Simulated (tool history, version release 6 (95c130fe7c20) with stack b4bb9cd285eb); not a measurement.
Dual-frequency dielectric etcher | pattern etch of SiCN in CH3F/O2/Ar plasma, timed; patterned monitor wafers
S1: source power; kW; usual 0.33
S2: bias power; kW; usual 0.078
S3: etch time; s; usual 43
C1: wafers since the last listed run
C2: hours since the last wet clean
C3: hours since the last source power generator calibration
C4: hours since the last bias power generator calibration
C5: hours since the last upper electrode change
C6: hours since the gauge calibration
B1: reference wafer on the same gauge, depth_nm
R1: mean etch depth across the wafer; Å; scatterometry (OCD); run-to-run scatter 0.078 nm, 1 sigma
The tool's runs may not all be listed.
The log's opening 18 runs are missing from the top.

Run 19, hour 1119.6: usual settings; C1 2602; C2 373.7; C3 3931.7; C4 354.4; C5 453.9; C6 611; B1 15.21. Result: R1 166.8 Å.
Run 20, hour 1149.8: usual settings but S1 0.37 kW, S2 0.065 kW; C1 532; C2 403.9; C3 3961.9; C4 384.6; C5 484.1; C6 641.2; B1 15.2. Result: R1 155.5 Å.
Run 21, hour 1196.3: usual settings but S1 0.38 kW, S2 0.096 kW, S3 55 s; C1 819; C2 450.4; C3 4008.4; C4 431.1; C5 530.6; C6 687.7; B1 15.19. Result: R1 252.5 Å.
At hour 1226.1: source power generator calibrated.
Run 22, hour 1265.5: usual settings but S2 0.071 kW; C1 1149; C2 519.6; C3 39.4; C4 500.3; C5 599.8; C6 756.9; B1 15.19. Result: R1 161.8 Å.
At hour 1320: wet clean of the chamber.
Run 23, hour 1320.5: usual settings but S1 0.4 kW, S3 50 s; C1 546; C2 0.5; C3 94.4; C4 555.3; C5 654.8; C6 811.9; B1 15.22. Result: R1 199 Å.
Run 24, hour 1371.1: usual settings but S1 0.39 kW, S2 0.092 kW; C1 891; C2 51.1; C3 145; C4 605.9; C5 705.4; C6 862.5; B1 15.21. Result: R1 186.9 Å.
Run 25, hour 1395.4: usual settings but S1 0.4 kW, S3 55 s; C1 428; C2 75.4; C3 169.3; C4 630.2; C5 729.7; C6 886.8; B1 15.2. Result: R1 217.9 Å.
Run 26, hour 1453.2: usual settings but S1 0.27 kW, S2 0.092 kW, S3 47.5 s; C1 1018; C2 133.2; C3 227.1; C4 688; C5 787.5; C6 944.6; B1 15.18. Result: R1 192.9 Å.
Run 27, hour 1521.1: usual settings but S1 0.39 kW, S2 0.092 kW; C1 1196; C2 201.1; C3 295; C4 755.9; C5 855.4; C6 1012.5; B1 15.22. Result: R1 189.1 Å.

Run 28 comes next. What will it give?
Run 28, hour 1556.3: usual settings but S2 0.062 kW; C1 620; C2 236.3; C3 330.2; C4 791.1; C5 890.6; C6 1047.7; B1 ?. Result: R1 ?.

Logged for run 28: B1 15.19, R1 144 Å.
Minus the tool's unlogged condition, the same run would have read R1 141.2 Å.
